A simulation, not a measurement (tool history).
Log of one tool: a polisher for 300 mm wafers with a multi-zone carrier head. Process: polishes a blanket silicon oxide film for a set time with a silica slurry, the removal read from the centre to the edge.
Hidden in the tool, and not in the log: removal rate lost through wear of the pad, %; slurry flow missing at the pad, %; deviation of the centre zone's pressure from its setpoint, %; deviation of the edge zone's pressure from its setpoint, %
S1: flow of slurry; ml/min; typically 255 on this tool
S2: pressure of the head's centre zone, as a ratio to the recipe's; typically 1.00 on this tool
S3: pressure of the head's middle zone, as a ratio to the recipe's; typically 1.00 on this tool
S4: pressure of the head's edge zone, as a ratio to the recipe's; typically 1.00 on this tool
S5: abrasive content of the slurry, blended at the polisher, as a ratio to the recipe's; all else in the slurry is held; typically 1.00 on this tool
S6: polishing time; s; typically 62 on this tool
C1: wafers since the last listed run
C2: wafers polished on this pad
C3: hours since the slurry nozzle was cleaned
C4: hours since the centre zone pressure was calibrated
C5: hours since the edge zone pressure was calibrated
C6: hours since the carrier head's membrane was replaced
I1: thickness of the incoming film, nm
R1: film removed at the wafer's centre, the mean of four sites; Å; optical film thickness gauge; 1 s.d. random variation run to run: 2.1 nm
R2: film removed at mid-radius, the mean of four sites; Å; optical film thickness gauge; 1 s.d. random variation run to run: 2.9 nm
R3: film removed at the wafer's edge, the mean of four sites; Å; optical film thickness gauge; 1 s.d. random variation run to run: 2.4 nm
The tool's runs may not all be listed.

{"run": 1, "hour": 0.0, "S1": 255, "S2": 1.0, "S3": 1.0, "S4": 1.0, "S5": 1.0, "S6": 62, "C1": 0, "C2": 1527, "C3": 137.2, "C4": 448.3, "C5": 168.7, "C6": 413.1, "I1": 957.7, "R1": 2026, "R2": 2007, "R3": 2004}
{"run": 2, "hour": 69.9, "S1": 255, "S2": 1.0, "S3": 1.0, "S4": 1.0, "S5": 1.0, "S6": 62, "C1": 983, "C2": 2510, "C3": 207.1, "C4": 518.2, "C5": 238.6, "C6": 483.0, "I1": 964.9, "R1": 2016, "R2": 1977, "R3": 2044}
{"run": 3, "hour": 103.1, "S1": 255, "S2": 1.0, "S3": 1.0, "S4": 1.0, "S5": 1.0, "S6": 62, "C1": 467, "C2": 2977, "C3": 240.3, "C4": 551.4, "C5": 271.8, "C6": 516.2, "I1": 969.0, "R1": 2013, "R2": 2030, "R3": 2032}
{"hour": 114.8, "done": "slurry nozzle cleaned"}
{"run": 4, "hour": 127.6, "S1": 255, "S2": 1.0, "S3": 1.0, "S4": 1.0, "S5": 1.0, "S6": 62, "C1": 330, "C2": 3308, "C3": 12.8, "C4": 575.9, "C5": 296.3, "C6": 540.7, "I1": 957.4, "R1": 2153, "R2": 2164, "R3": 2118}
{"hour": 140.1, "done": "worn pad replaced by a new one"}
{"run": 5, "hour": 186.4, "S1": 255, "S2": 1.0, "S3": 1.0, "S4": 1.0, "S5": 1.1, "S6": 72, "C1": 770, "C2": 651, "C3": 71.6, "C4": 634.7, "C5": 355.1, "C6": 599.5, "I1": 945.6, "R1": 2545, "R2": 2502, "R3": 2482}
{"run": 6, "hour": 255.8, "S1": 255, "S2": 1.0, "S3": 1.0, "S4": 1.0, "S5": 1.1, "S6": 72, "C1": 976, "C2": 1627, "C3": 141.0, "C4": 704.1, "C5": 424.5, "C6": 668.9, "I1": 952.6, "R1": 2489, "R2": 2510, "R3": 2479}
{"hour": 318.7, "done": "edge zone pressure recalibrated"}
{"run": 7, "hour": 321.5, "S1": 255, "S2": 1.0, "S3": 1.06, "S4": 1.0, "S5": 1.0, "S6": 62, "C1": 896, "C2": 2523, "C3": 206.7, "C4": 769.8, "C5": 2.8, "C6": 734.6, "I1": 954.1, "R1": 2023, "R2": 2089, "R3": 1990}
{"hour": 325.7, "done": "slurry nozzle cleaned"}
{"hour": 364.9, "done": "worn pad replaced by a new one"}
{"run": 8, "hour": 385.0, "S1": 255, "S2": 1.0, "S3": 1.0, "S4": 1.0, "S5": 1.0, "S6": 62, "C1": 822, "C2": 282, "C3": 59.3, "C4": 833.3, "C5": 66.3, "C6": 798.1, "I1": 948.6, "R1": 2099, "R2": 2089, "R3": 2028}
{"run": 9, "hour": 435.0, "S1": 255, "S2": 1.0, "S3": 1.0, "S4": 1.0, "S5": 1.0, "S6": 62, "C1": 703, "C2": 985, "C3": 109.3, "C4": 883.3, "C5": 116.3, "C6": 848.1, "I1": 943.0, "R1": 2071, "R2": 2056, "R3": 2002}
{"run": 10, "hour": 466.9, "S1": 255, "S2": 1.0, "S3": 1.0, "S4": 1.0, "S5": 1.0, "S6": 62, "C1": 448, "C2": 1434, "C3": 141.2, "C4": 915.2, "C5": 148.2, "C6": 880.0, "I1": 956.9, "R1": 2050, "R2": 2051, "R3": 2033}
{"run": 11, "hour": 495.1, "S1": 225, "S2": 1.0, "S3": 1.0, "S4": 1.0, "S5": 1.0, "S6": 47, "C1": 396, "C2": 1831, "C3": 169.4, "C4": 943.4, "C5": 176.4, "C6": 908.2, "I1": 962.3, "R1": 1541, "R2": 1514, "R3": 1523}
{"hour": 587.5, "done": "slurry nozzle cleaned"}
{"hour": 607.2, "done": "worn pad replaced by a new one"}
{"run": 12, "hour": 704.2, "S1": 255, "S2": 1.08, "S3": 1.0, "S4": 1.0, "S5": 1.0, "S6": 76, "C1": 2871, "C2": 1364, "C3": 116.7, "C4": 1152.5, "C5": 385.5, "C6": 1117.3, "I1": 964.5, "R1": 2613, "R2": 2514, "R3": 2542}
{"run": 13, "hour": 770.6, "S1": 255, "S2": 1.0, "S3": 1.0, "S4": 1.0, "S5": 1.0, "S6": 62, "C1": 934, "C2": 2298, "C3": 183.1, "C4": 1218.9, "C5": 451.9, "C6": 1183.7, "I1": 951.6, "R1": 1993, "R2": 2001, "R3": 2004}
{"hour": 801.7, "done": "edge zone pressure recalibrated"}
{"run": 14, "hour": 813.0, "S1": 195, "S2": 1.0, "S3": 1.0, "S4": 0.95, "S5": 1.0, "S6": 62, "C1": 568, "C2": 2867, "C3": 225.5, "C4": 1261.3, "C5": 11.3, "C6": 1226.1, "I1": 958.5, "R1": 1909, "R2": 1946, "R3": 1927}
{"hour": 821.6, "done": "slurry nozzle cleaned"}
{"hour": 833.6, "done": "carrier head's membrane replaced by a new one"}
{"hour": 869.8, "done": "worn pad replaced by a new one"}
{"run": 15, "hour": 881.2, "S1": 255, "S2": 1.0, "S3": 1.0, "S4": 1.05, "S5": 0.85, "S6": 62, "C1": 818, "C2": 160, "C3": 59.6, "C4": 1329.5, "C5": 79.5, "C6": 47.6, "I1": 938.4, "R1": 1931, "R2": 1947, "R3": 1952}
{"hour": 910.2, "done": "centre zone pressure recalibrated"}
{"run": 16, "hour": 1017.3, "S1": 255, "S2": 0.97, "S3": 0.9, "S4": 1.0, "S5": 1.0, "S6": 56, "C1": 1886, "C2": 2046, "C3": 195.7, "C4": 107.1, "C5": 215.6, "C6": 183.7, "I1": 948.6, "R1": 1752, "R2": 1632, "R3": 1785}
{"hour": 1026.2, "done": "slurry nozzle cleaned"}
{"run": 17, "hour": 1053.8, "S1": 180, "S2": 1.0, "S3": 1.0, "S4": 1.0, "S5": 1.0, "S6": 62, "C1": 499, "C2": 2545, "C3": 27.6, "C4": 143.6, "C5": 252.1, "C6": 220.2, "I1": 963.4, "R1": 2017, "R2": 2017, "R3": 2017}
{"run": 18, "hour": 1113.6, "S1": 255, "S2": 1.0, "S3": 1.0, "S4": 0.93, "S5": 0.9, "S6": 62, "C1": 841, "C2": 3387, "C3": 87.4, "C4": 203.4, "C5": 311.9, "C6": 280.0, "I1": 956.3, "R1": 1953, "R2": 1963, "R3": 1894}
{"hour": 1125.2, "done": "worn pad replaced by a new one"}
{"run": 19, "hour": 1175.5, "S1": 255, "S2": 1.06, "S3": 1.0, "S4": 1.0, "S5": 1.3, "S6": 62, "C1": 814, "C2": 707, "C3": 149.3, "C4": 265.3, "C5": 373.8, "C6": 341.9, "I1": 957.1, "R1": 2376, "R2": 2255, "R3": 2309}

Give the tool's hidden conditions for every run:
removal rate lost through wear of the pad, %: 0 in every run
deviation of the centre zone's pressure from its setpoint, %: 0 in every run
deviation of the edge zone's pressure from its setpoint, %: 0 in every run
H1: slurry flow missing at the pad, %
run=1 H1=38.7
run=2 H1=43
run=3 H1=44.1
run=4 H1=9.11
run=5 H1=28
run=6 H1=37.9
run=7 H1=41.8
run=8 H1=26.3
run=9 H1=35.6
run=10 H1=39.1
run=11 H1=41.2
run=12 H1=36.8
run=13 H1=42.2
run=14 H1=43.9
run=15 H1=28.1
run=16 H1=44.3
run=17 H1=19.6
run=18 H1=35.4
run=19 H1=43
